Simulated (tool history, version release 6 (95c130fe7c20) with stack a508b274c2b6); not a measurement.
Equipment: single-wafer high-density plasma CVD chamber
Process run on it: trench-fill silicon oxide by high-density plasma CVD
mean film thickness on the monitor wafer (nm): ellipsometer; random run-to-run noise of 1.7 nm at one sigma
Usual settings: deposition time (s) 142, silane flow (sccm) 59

run   hour  deposition time (s)  silane flow (sccm)  read-back reference wafer on the same gauge, thickness_nm  mean film thickness on the monitor wafer (nm)
  1    0.0                  142                  62                                                    753.924                                        829.025
  2   19.2                  142                  62                                                    754.361                                        829.278
  3   38.1                  164                  64                                                    754.133                                        991.713
  4   73.5                  164                  64                                                    753.773                                        994.869
  5   89.1                  149                  59                                                    754.096                                        830.377
  6  105.7                  149                  59                                                    754.120                                        833.203
  7  138.9                  142                  55                                                    754.094                                        737.687
  8  154.4                  142                  55                                                    754.213                                        736.452
  9  172.1                  142                  59                                                    754.287                                        789.789
 10  186.5                  134                  49                                                    754.142                                        618.707
     190.8  -- gauge calibrated
 11  220.2                  132                  59                                                    754.017                                        734.698
 12  245.6                  118                  65                                                    754.097                                        722.991
 13  259.5                  121                  66                                                    753.712                                        755.573
 14  286.0                  142                  59                                                    753.908                                        792.879
     294.3  -- silane flow controller replaced
 15  319.3                  142                  59                                                    753.945                                        790.771
 16  346.9                  128                  48                                                    753.754                                        578.702
 17  363.1                  133                  53                                                    754.072                                        667.087
 18  393.7                  123                  69                                                    754.052                                        800.203

Consider 3 possible next runs. They are alternatives, not a sequence: every one starts from the tool as it was left by run 18. What does each give?
  A  394.1                  142                  59                                                          ?                                              ?
  B  394.1                  120                  53                                                          ?                                              ?
  C  394.1                  169                  51                                                          ?                                              ?

run  read-back reference wafer on the same gauge, thickness_nm  mean film thickness on the monitor wafer (nm)
  A                                                    753.624                                        790.028
  B                                                    753.624                                        599.734
  C                                                    753.624                                        812.753
With the hidden condition removed and each run's random variation left untouched, the same runs would have given:
run  mean film thickness on the monitor wafer (nm)
  A                                        790.028
  B                                        599.734
  C                                        812.753

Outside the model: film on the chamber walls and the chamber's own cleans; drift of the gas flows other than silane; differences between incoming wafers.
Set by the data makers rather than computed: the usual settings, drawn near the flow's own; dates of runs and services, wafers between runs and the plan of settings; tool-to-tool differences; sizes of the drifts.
